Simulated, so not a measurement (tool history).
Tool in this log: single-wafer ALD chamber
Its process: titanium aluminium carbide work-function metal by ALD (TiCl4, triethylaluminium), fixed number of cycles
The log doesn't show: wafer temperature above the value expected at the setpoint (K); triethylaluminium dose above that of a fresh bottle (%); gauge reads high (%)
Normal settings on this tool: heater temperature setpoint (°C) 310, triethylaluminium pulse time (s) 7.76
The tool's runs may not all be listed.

| run | hour | heater temperature setpoint (°C) | triethylaluminium pulse time (s) | wafers since the last listed run | hours since the last thermocouple change | hours since the last triethylaluminium bottle change | hours since the showerhead was replaced | hours since the gauge calibration | read-back reference wafer on the same gauge, thickness_nm | mean film thickness on the monitor wafer (nm) |
|---|---|---|---|---|---|---|---|---|---|---|
| 1 | 0 | 310 | 5.96 | 0 | 1720.1 | 306.1 | 4327.9 | 318.5 | 1.811 | 1.838 |
|  | 10.6 | gauge calibrated |
| 2 | 14.3 | 299 | 7.76 | 186 | 1734.4 | 320.4 | 4342.2 | 3.7 | 1.812 | 1.982 |
| 3 | 30.1 | 314 | 7.76 | 206 | 1750.2 | 336.2 | 4358 | 19.5 | 1.808 | 2.085 |
| 4 | 46.5 | 310 | 7.76 | 213 | 1766.6 | 352.6 | 4374.4 | 35.9 | 1.81 | 2.053 |
| 5 | 63.3 | 310 | 7.76 | 219 | 1783.4 | 369.4 | 4391.2 | 52.7 | 1.811 | 2.043 |
| 6 | 81.2 | 310 | 7.76 | 233 | 1801.3 | 387.3 | 4409.1 | 70.6 | 1.812 | 2.046 |
| 7 | 106.7 | 310 | 7.76 | 332 | 1826.8 | 412.8 | 4434.6 | 96.1 | 1.811 | 2.043 |
| 8 | 117.8 | 310 | 7.76 | 144 | 1837.9 | 423.9 | 4445.7 | 107.2 | 1.809 | 2.043 |
| 9 | 129.3 | 310 | 7.76 | 150 | 1849.4 | 435.4 | 4457.2 | 118.7 | 1.81 | 2.027 |
| 10 | 140.3 | 310 | 7.76 | 143 | 1860.4 | 446.4 | 4468.2 | 129.7 | 1.807 | 2.046 |
| 11 | 153.6 | 310 | 7.76 | 173 | 1873.7 | 459.7 | 4481.5 | 143 | 1.807 | 2.048 |
| 12 | 169.5 | 310 | 7.76 | 207 | 1889.6 | 475.6 | 4497.4 | 158.9 | 1.809 | 2.055 |
| 13 | 184.4 | 310 | 6.82 | 194 | 1904.5 | 490.5 | 4512.3 | 173.8 | 1.81 | 1.939 |
|  | 206.6 | thermocouple changed; heater temperature recalibrated |
| 14 | 207.1 | 310 | 6.82 | 191 | 0.5 | 513.2 | 4535 | 196.5 | 1.808 | 1.928 |
| 15 | 207.4 | 310 | 6.82 | 3 | 0.8 | 513.5 | 4535.3 | 196.8 | 1.81 | 1.926 |
| 16 | 220.5 | 320 | 9.19 | 170 | 13.9 | 526.6 | 4548.4 | 209.9 | 1.812 | 2.184 |
| 17 | 228.1 | 310 | 7.76 | 99 | 21.5 | 534.2 | 4556 | 217.5 | 1.809 | 2.032 |
| 18 | 244.6 | 310 | 7.76 | 215 | 38 | 550.7 | 4572.5 | 234 | 1.809 | 2.017 |
| 19 | 259.8 | 310 | 7.76 | 198 | 53.2 | 565.9 | 4587.7 | 249.2 | 1.808 | 2.021 |
|  | 272.4 | showerhead replaced |
| 20 | 274.2 | 314 | 9.8 | 83 | 67.6 | 580.3 | 1.8 | 263.6 | 1.811 | 2.153 |
|  | 282.9 | gauge calibrated |
| 21 | 291.4 | 318 | 4.79 | 224 | 84.8 | 597.5 | 19 | 8.5 | 1.809 | 1.554 |
|  | 302 | triethylaluminium bottle replaced |
| 22 | 303.8 | 316 | 10.41 | 57 | 97.2 | 1.8 | 31.4 | 20.9 | 1.809 | 2.219 |
| 23 | 318.4 | 310 | 6.82 | 190 | 111.8 | 16.4 | 46 | 35.5 | 1.811 | 1.988 |
| 24 | 325.7 | 319 | 7.76 | 95 | 119.1 | 23.7 | 53.3 | 42.8 | 1.808 | 2.127 |
| 25 | 334.6 | 297 | 6.05 | 116 | 128 | 32.6 | 62.2 | 51.7 | 1.812 | 1.792 |
| 26 | 355.5 | 310 | 7.76 | 272 | 148.9 | 53.5 | 83.1 | 72.6 | 1.812 | 2.091 |
| 27 | 368.1 | 322 | 7.76 | 164 | 161.5 | 66.1 | 95.7 | 85.2 | 1.813 | 2.184 |
| 28 | 379.7 | 310 | 7.76 | 151 | 173.1 | 77.7 | 107.3 | 96.8 | 1.812 | 2.078 |
| 29 | 392 | 310 | 10.74 | 160 | 185.4 | 90 | 119.6 | 109.1 | 1.813 | 2.202 |
| 30 | 399.6 | 302 | 5.78 | 99 | 193 | 97.6 | 127.2 | 116.7 | 1.81 | 1.78 |
| 31 | 413.1 | 310 | 6.48 | 176 | 206.5 | 111.1 | 140.7 | 130.2 | 1.809 | 1.947 |
| 32 | 425.1 | 320 | 9.19 | 156 | 218.5 | 123.1 | 152.7 | 142.2 | 1.809 | 2.236 |

Measured minus without-hidden-state, run by run (identical run-to-run variation in each term; gauge scatter may differ):
| run | mean film thickness on the monitor wafer (nm) |
|---|---|
| 1 | -0.029 |
| 2 | -0.019 |
| 3 | -0.023 |
| 4 | -0.025 |
| 5 | -0.026 |
| 6 | -0.029 |
| 7 | -0.033 |
| 8 | -0.035 |
| 9 | -0.037 |
| 10 | -0.039 |
| 11 | -0.042 |
| 12 | -0.045 |
| 13 | -0.06 |
| 14 | -0.066 |
| 15 | -0.066 |
| 16 | -0.039 |
| 17 | -0.058 |
| 18 | -0.061 |
| 19 | -0.066 |
| 20 | -0.04 |
| 21 | -0.133 |
| 22 | -0.003 |
| 23 | -0.009 |
| 24 | -0.007 |
| 25 | -0.01 |
| 26 | -0.007 |
| 27 | -0.008 |
| 28 | -0.008 |
| 29 | -0.003 |
| 30 | -0.014 |
| 31 | -0.013 |
| 32 | -0.006 |
